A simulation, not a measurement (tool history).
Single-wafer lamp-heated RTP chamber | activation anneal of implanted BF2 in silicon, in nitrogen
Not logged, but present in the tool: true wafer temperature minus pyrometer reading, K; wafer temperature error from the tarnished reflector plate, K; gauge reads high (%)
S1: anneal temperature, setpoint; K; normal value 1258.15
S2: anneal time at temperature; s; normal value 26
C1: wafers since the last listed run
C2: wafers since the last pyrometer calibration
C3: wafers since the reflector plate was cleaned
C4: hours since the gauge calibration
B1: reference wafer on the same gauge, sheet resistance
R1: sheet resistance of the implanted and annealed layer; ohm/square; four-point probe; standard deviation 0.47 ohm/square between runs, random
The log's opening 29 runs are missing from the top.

run,hour,S1,S2,C1,C2,C3,C4,B1,R1
# hour 712.7: pyrometer window cleaned and pyrometer calibrated
30,713.2,1280.15,41,424,9,5643,399.8,169.02,134.09
31,734.8,1258.15,26,460,470,6104,421.4,169.05,172.55
32,768.8,1258.15,26,724,1195,6829,455.4,169.07,172.55
33,798.9,1258.15,26,641,1836,7470,485.5,168.95,171.93
34,820.5,1279.15,26,460,2297,7931,507.1,168.99,144.36
35,852.3,1269.15,26,677,2975,8609,538.9,168.99,156.51
36,878.3,1288.15,38,554,3529,9163,564.9,168.99,126.67
37,908.2,1233.15,18,637,4166,9801,594.8,169.00,215.75
38,962.9,1278.15,13,1166,5333,10967,649.5,169.02,160.49

Each row is a separate what-if for the run after 38, all from the same tool condition, not one after another. Results?
A,963.3,1258.15,11,8,5341,10975,649.9,?,?
B,963.3,1283.15,18,8,5341,10975,649.9,?,?
C,963.3,1231.15,40,8,5341,10975,649.9,?,?

run,B1,R1
A,168.94,189.03
B,168.94,147.81
C,168.94,201.37
What these runs would have given with no unlogged condition in the tool:
run,R1
A,192.34
B,150.61
C,205.87
